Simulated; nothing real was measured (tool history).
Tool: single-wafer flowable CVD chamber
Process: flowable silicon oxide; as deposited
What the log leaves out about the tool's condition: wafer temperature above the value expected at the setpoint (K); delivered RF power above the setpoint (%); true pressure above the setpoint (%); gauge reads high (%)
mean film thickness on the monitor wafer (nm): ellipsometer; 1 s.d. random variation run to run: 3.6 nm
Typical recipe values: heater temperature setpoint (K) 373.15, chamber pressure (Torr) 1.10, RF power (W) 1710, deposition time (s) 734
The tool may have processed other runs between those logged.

run	day	heater temperature setpoint (K)	chamber pressure (Torr)	RF power (W)	deposition time (s)	wafers since the last listed run	hours since the last thermocouple change	hours since the last RF generator calibration	hours since the last manometer calibration	hours since the showerhead was replaced	hours since the gauge calibration	read-back reference wafer on the same gauge, thickness_nm	mean film thickness on the monitor wafer (nm)
1	0.000	373.15	0.98	1710	734	0	1239.0	1058.3	1156.9	6817.0	399.6	688.286	513.175
2	1.246	373.15	0.98	1710	734	56	1268.9	1088.2	1186.8	6846.9	429.5	687.699	512.493
3	2.488	378.15	1.18	1710	734	56	1298.7	1118.0	1216.6	6876.7	459.3	687.246	519.514
4	3.617	378.15	1.18	1710	734	50	1325.8	1145.1	1243.7	6903.8	486.4	687.479	513.948
5	4.142	378.15	1.18	1710	734	23	1338.4	1157.7	1256.3	6916.4	499.0	688.236	516.500
6	4.762	373.15	1.10	1710	734	28	1353.3	1172.6	1271.2	6931.3	513.9	688.352	581.614
7	5.371	373.15	1.10	1710	734	27	1367.9	1187.2	1285.8	6945.9	528.5	687.487	586.857
8	6.100	373.15	1.10	1710	734	32	1385.4	1204.7	1303.3	6963.4	546.0	688.124	573.899
9	7.029	386.15	1.23	1710	602	41	1407.7	1227.0	1325.6	6985.7	568.3	688.216	325.518
# day 7.458: showerhead replaced
10	7.975	373.15	1.21	1710	734	27	1430.4	1249.7	1348.3	12.4	591.0	688.463	631.977
# day 8.338: capacitance manometer re-zeroed and calibrated
# day 8.962: thermocouple changed; heater temperature recalibrated
# day 9.417: RF generator calibrated
11	11.896	363.15	1.10	1710	863	131	70.4	59.5	85.4	106.5	685.1	687.181	957.777
12	13.075	373.15	1.36	1710	734	53	98.7	87.8	113.7	134.8	713.4	688.363	686.495
13	13.588	388.15	1.19	1390	734	23	111.0	100.1	126.0	147.1	725.7	687.354	322.555
# day 14.438: thermocouple changed; heater temperature recalibrated, repeated, since the last time left the tool worse
14	14.458	362.15	1.10	1710	818	24	0.5	121.0	146.9	168.0	746.6	688.093	1027.280
15	15.392	373.15	1.10	1710	734	42	22.9	143.4	169.3	190.4	769.0	687.994	621.692

What will run 16 give?
16	16.533	373.15	1.10	1565	734	51	50.3	170.8	196.7	217.8	796.4	?	?

Run 16 came out at read-back reference wafer on the same gauge, thickness_nm 688.083, mean film thickness on the monitor wafer (nm) 595.563.
If the tool had no hidden condition, the same run with the same run-to-run variation would have returned mean film thickness on the monitor wafer (nm) 594.776.
